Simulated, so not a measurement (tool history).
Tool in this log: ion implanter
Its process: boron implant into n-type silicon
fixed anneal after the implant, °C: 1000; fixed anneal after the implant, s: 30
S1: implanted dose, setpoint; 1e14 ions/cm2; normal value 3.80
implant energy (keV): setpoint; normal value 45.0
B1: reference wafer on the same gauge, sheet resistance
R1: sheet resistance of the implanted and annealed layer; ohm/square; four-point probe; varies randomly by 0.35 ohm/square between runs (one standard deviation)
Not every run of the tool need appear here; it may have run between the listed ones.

Run 1, hour 0.0: usual settings; B1 253.97. Result: R1 232.93 ohm/square.
At hour 51.8: Faraday cup replaced and dose calibrated.
Run 2, hour 52.3: usual settings but S1 4.45 1e14 ions/cm2, implant energy (keV) 38.5; B1 254.20. Result: R1 210.64 ohm/square.
Run 3, hour 95.6: usual settings but S1 4.45 1e14 ions/cm2, implant energy (keV) 38.5; B1 253.86. Result: R1 210.44 ohm/square.
Run 4, hour 152.8: usual settings; B1 254.03. Result: R1 234.44 ohm/square.
Run 5, hour 190.1: usual settings but implant energy (keV) 35.0; B1 253.79. Result: R1 240.14 ohm/square.
Run 6, hour 253.3: usual settings but implant energy (keV) 35.0; B1 253.92. Result: R1 240.33 ohm/square.
Run 7, hour 320.9: usual settings but implant energy (keV) 35.0; B1 253.98. Result: R1 239.82 ohm/square.
Run 8, hour 370.0: usual settings but S1 3.03 1e14 ions/cm2; B1 254.16. Result: R1 277.87 ohm/square.
Run 9, hour 405.4: usual settings; B1 253.94. Result: R1 233.87 ohm/square.
Run 10, hour 429.4: usual settings but S1 3.52 1e14 ions/cm2, implant energy (keV) 51.5; B1 253.92. Result: R1 244.51 ohm/square.
Run 11, hour 495.5: usual settings but S1 3.52 1e14 ions/cm2, implant energy (keV) 51.5; B1 254.03. Result: R1 244.43 ohm/square.
At hour 501.1: gauge calibrated.
Run 12, hour 554.2: usual settings but S1 3.52 1e14 ions/cm2, implant energy (keV) 51.5; B1 254.09. Result: R1 243.75 ohm/square.
Run 13, hour 587.5: usual settings but S1 4.26 1e14 ions/cm2; B1 253.94. Result: R1 213.02 ohm/square.
Run 14, hour 646.2: usual settings but S1 4.49 1e14 ions/cm2; B1 253.89. Result: R1 203.50 ohm/square.
At hour 839.1: extraction supply calibrated.
Run 15, hour 855.8: usual settings but implant energy (keV) 38.0; B1 253.86. Result: R1 237.03 ohm/square.
Run 16, hour 882.2: usual settings but S1 4.75 1e14 ions/cm2; B1 254.10. Result: R1 194.69 ohm/square.
Run 17, hour 951.7: usual settings; B1 253.79. Result: R1 233.01 ohm/square.
Run 18, hour 993.3: usual settings but S1 3.12 1e14 ions/cm2; B1 254.01. Result: R1 271.86 ohm/square.
Run 19, hour 1029.0: usual settings; B1 254.08. Result: R1 232.66 ohm/square.
Run 20, hour 1056.8: usual settings but S1 4.52 1e14 ions/cm2, implant energy (keV) 31.0; B1 254.04. Result: R1 210.28 ohm/square.
At hour 1065.0: Faraday cup replaced and dose calibrated.
Run 21, hour 1091.5: usual settings but S1 3.44 1e14 ions/cm2, implant energy (keV) 58.0; B1 254.03. Result: R1 246.02 ohm/square.
Run 22, hour 1142.0: usual settings but S1 4.81 1e14 ions/cm2, implant energy (keV) 29.5; B1 253.92. Result: R1 202.70 ohm/square.
Run 23, hour 1204.1: usual settings but S1 4.78 1e14 ions/cm2, implant energy (keV) 33.5; B1 254.15. Result: R1 200.58 ohm/square.
Run 24, hour 1272.3: usual settings; B1 253.96. Result: R1 233.83 ohm/square.
Run 25, hour 1314.2: usual settings but S1 4.33 1e14 ions/cm2, implant energy (keV) 50.0; B1 254.09. Result: R1 208.17 ohm/square.
At hour 1340.7: gauge calibrated.
Run 26, hour 1385.8: usual settings but S1 2.69 1e14 ions/cm2, implant energy (keV) 33.5; B1 253.80. Result: R1 315.31 ohm/square.

What if the next run were any one of these 5? Each begins from the tool's condition after run 26:
Run A, hour 1386.2: usual settings but implant energy (keV) 39.5; B1 ?. Result: R1 ?.
Run B, hour 1386.2: usual settings but S1 4.21 1e14 ions/cm2, implant energy (keV) 52.0; B1 ?. Result: R1 ?.
Run C, hour 1386.2: usual settings but S1 4.10 1e14 ions/cm2, implant energy (keV) 51.0; B1 ?. Result: R1 ?.
Run D, hour 1386.2: usual settings but S1 4.71 1e14 ions/cm2, implant energy (keV) 56.0; B1 ?. Result: R1 ?.
Run E, hour 1386.2: usual settings but S1 2.81 1e14 ions/cm2, implant energy (keV) 60.0; B1 ?. Result: R1 ?.

run      B1      R1
  A  253.91  236.34
  B  253.91  211.86
  C  253.91  216.73
  D  253.91  192.69
  E  253.91  283.20
Take away the tool's hidden state, keep each run's random variation, and the runs would have read:
run      R1
  A  237.83
  B  213.18
  C  218.09
  D  193.89
  E  284.86
